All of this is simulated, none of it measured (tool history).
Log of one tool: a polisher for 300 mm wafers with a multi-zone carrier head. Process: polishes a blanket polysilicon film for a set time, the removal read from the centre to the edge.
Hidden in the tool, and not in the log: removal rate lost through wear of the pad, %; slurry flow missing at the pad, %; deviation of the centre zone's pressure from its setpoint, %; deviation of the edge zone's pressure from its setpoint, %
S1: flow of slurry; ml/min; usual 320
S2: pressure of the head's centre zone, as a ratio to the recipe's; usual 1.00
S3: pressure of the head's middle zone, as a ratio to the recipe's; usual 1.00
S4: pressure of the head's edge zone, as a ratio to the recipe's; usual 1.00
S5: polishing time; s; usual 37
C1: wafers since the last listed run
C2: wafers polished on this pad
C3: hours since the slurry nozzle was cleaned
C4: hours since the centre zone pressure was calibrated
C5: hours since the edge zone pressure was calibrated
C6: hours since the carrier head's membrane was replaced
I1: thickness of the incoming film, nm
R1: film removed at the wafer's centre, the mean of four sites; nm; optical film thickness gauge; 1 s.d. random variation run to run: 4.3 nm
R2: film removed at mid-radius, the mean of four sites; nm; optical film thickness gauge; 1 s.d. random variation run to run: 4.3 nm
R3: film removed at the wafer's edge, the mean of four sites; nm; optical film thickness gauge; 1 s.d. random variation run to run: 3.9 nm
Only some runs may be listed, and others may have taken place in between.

run,day,S1,S2,S3,S4,S5,C1,C2,C3,C4,C5,C6,I1,R1,R2,R3
1,0.000,320,1.00,1.00,1.00,37,0,2777,149.4,685.4,876.7,542.9,1255.1,442.1,450.6,446.4
# day 2.983: worn pad replaced by a new one
2,3.004,320,1.00,1.00,1.00,37,1041,7,221.5,757.5,948.8,615.0,1246.0,437.9,439.4,439.5
3,5.575,320,1.00,1.00,1.00,37,943,951,283.2,819.2,1010.5,676.7,1247.7,439.5,446.6,434.5
4,7.454,320,1.00,1.00,1.00,37,689,1641,328.3,864.3,1055.6,721.8,1234.0,442.5,446.1,434.0
5,9.783,320,1.00,1.00,1.00,37,855,2496,384.2,920.2,1111.5,777.7,1233.7,434.0,444.7,438.8
# day 12.671: worn pad replaced by a new one
6,15.267,250,1.00,1.00,1.00,37,1951,952,515.8,1051.8,1243.1,909.3,1233.3,425.0,432.9,429.3
7,16.933,250,1.00,1.00,1.00,37,611,1564,555.8,1091.8,1283.1,949.3,1259.7,420.4,432.7,428.3
8,17.954,320,1.00,1.00,1.00,37,374,1939,580.3,1116.3,1307.6,973.8,1239.4,439.9,446.1,447.1
9,19.917,370,1.00,1.00,1.00,37,720,2659,627.4,1163.4,1354.7,1020.9,1249.4,439.0,444.1,441.2
10,22.250,370,1.00,1.00,1.00,37,856,3516,683.4,1219.4,1410.7,1076.9,1236.0,440.7,441.6,445.6
# day 23.017: worn pad replaced by a new one
11,24.212,320,1.00,1.00,1.00,37,659,438,730.5,1266.5,1457.8,1124.0,1262.2,434.2,439.2,436.1
# day 24.425: centre zone pressure recalibrated
# day 26.754: edge zone pressure recalibrated
12,27.062,320,1.10,0.88,0.92,33,985,1424,798.9,63.3,7.4,1192.4,1264.6,413.2,353.2,386.6
# day 30.529: slurry nozzle cleaned
# day 32.404: worn pad replaced by a new one
13,35.717,320,1.00,1.06,1.00,37,3100,1215,124.5,271.0,215.1,1400.1,1246.2,422.7,440.7,425.1
14,36.962,320,1.00,1.00,0.94,33,457,1672,154.4,300.9,245.0,1430.0,1265.8,367.5,383.0,372.2
# day 38.404: carrier head's membrane replaced by a new one
15,39.075,320,1.00,1.00,1.00,37,699,2371,205.1,351.6,295.7,16.1,1239.2,418.7,422.0,432.8
16,40.704,320,1.00,1.00,1.00,37,598,2970,244.2,390.7,334.8,55.2,1233.9,413.2,422.3,429.2
17,41.971,320,1.00,1.00,0.92,50,465,3435,274.6,421.1,365.2,85.6,1261.7,546.6,569.1,551.0
# day 42.546: slurry nozzle cleaned, repeated, since the last time left the tool worse
# day 43.208: worn pad replaced by a new one
18,44.642,235,1.00,1.03,1.00,37,904,526,50.3,485.2,429.3,149.7,1244.9,421.7,449.9,439.0
19,46.133,320,1.00,1.00,1.08,37,547,1073,86.1,521.0,465.1,185.5,1249.3,436.2,446.6,461.5
20,49.054,380,1.00,1.00,0.96,33,1072,2145,156.2,591.1,535.2,255.6,1237.4,396.8,398.6,397.4
21,51.283,320,1.00,1.00,1.00,37,818,2964,209.7,644.6,588.7,309.1,1237.0,438.2,448.2,445.0

5 ways to go on from here, each from the tool as it stands after run 21. What would each give?
A,51.300,320,1.00,1.00,1.00,41,6,2970,210.1,645.0,589.1,309.5,1244.7,?,?,?
B,51.300,320,0.91,1.10,1.00,37,6,2970,210.1,645.0,589.1,309.5,1244.7,?,?,?
C,51.300,320,0.96,0.89,1.00,44,6,2970,210.1,645.0,589.1,309.5,1244.7,?,?,?
D,51.300,320,0.88,1.00,1.05,32,6,2970,210.1,645.0,589.1,309.5,1244.7,?,?,?
E,51.300,320,1.11,1.00,1.09,37,6,2970,210.1,645.0,589.1,309.5,1244.7,?,?,?

run,R1,R2,R3
A,479.8,496.0,490.3
B,402.9,485.3,441.9
C,498.4,483.3,526.9
D,339.4,387.3,389.2
E,470.1,447.4,456.1
Stripped of hidden state, with their random variation kept, the same runs would have yielded:
run,R1,R2,R3
A,484.0,499.9,493.2
B,406.4,489.2,444.5
C,502.8,487.1,530.1
D,342.4,390.4,391.6
E,474.2,450.9,458.9
